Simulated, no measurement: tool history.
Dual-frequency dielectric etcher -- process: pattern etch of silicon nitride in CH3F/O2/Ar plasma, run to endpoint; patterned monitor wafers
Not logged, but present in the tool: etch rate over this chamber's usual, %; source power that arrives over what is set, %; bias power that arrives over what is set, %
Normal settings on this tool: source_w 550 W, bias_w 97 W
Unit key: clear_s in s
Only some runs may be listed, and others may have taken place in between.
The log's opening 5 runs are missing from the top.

run   hour  source_w  bias_w  wafers since the last listed run  hours since the last wet clean  hours since the last source power generator calibration  hours since the last bias power generator calibration  hours since the last upper electrode change  incoming incoming film thickness, nm  clear_s
  6  123.8       550      97                               199                           481.6                                                   4456.9                                                 2887.2                                       4029.4                                 45.76     54.4
     168.6  -- wet clean of the chamber
  7  169.1       650      97                               327                             0.5                                                   4502.2                                                 2932.5                                       4074.7                                 45.84     52.9
  8  169.5       650      97                                 6                             0.9                                                   4502.6                                                 2932.9                                       4075.1                                 45.89     52.9
     190.4  -- source power generator calibrated
  9  194.8       650      97                               327                            26.2                                                      4.4                                                 2958.2                                       4100.4                                 46.15     52.8
 10  228.5       550      97                               518                            59.9                                                     38.1                                                 2991.9                                       4134.1                                 46.25     56.3
 11  336.3       550      97                              1658                           167.7                                                    145.9                                                 3099.7                                       4241.9                                 46.05       56
       367  -- upper electrode replaced
 12  368.3       520      97                               123                           199.7                                                    177.9                                                 3131.7                                          1.3                                  46.2     56.7
 13  396.8       550      97                               438                           228.2                                                    206.4                                                 3160.2                                         29.8                                 46.07     55.4
 14  411.9       670     114                               232                           243.3                                                    221.5                                                 3175.3                                         44.9                                 46.73     50.5
 15    443       550      87                               478                           274.4                                                    252.6                                                 3206.4                                           76                                 46.01     57.2
 16  462.5       550      97                               299                           293.9                                                    272.1                                                 3225.9                                         95.5                                 46.32     55.8
 17  478.4       550      97                               244                           309.8                                                      288                                                 3241.8                                        111.4                                 45.99     55.2
 18  512.6       550     111                               526                             344                                                    322.2                                                   3276                                        145.6                                  45.6     52.7
 19  527.1       480      97                               223                           358.5                                                    336.7                                                 3290.5                                        160.1                                 45.88     57.8
 20  562.4       640     119                               542                           393.8                                                      372                                                 3325.8                                        195.4                                 46.25     49.2
     569.3  -- bias power generator calibrated
 21  582.8       640      79                               252                           414.2                                                    392.4                                                   13.5                                        215.8                                 46.62     55.2

Run 22 comes next. What will it give?
 22  601.1       550      97                               281                           432.5                                                    410.7                                                   31.8                                        234.1                                 45.91        ?

{"run 22": {"clear_s": 54}}
Were there no unlogged condition in the tool, this run, its random variation unchanged, would have produced clear_s 56.3 s.

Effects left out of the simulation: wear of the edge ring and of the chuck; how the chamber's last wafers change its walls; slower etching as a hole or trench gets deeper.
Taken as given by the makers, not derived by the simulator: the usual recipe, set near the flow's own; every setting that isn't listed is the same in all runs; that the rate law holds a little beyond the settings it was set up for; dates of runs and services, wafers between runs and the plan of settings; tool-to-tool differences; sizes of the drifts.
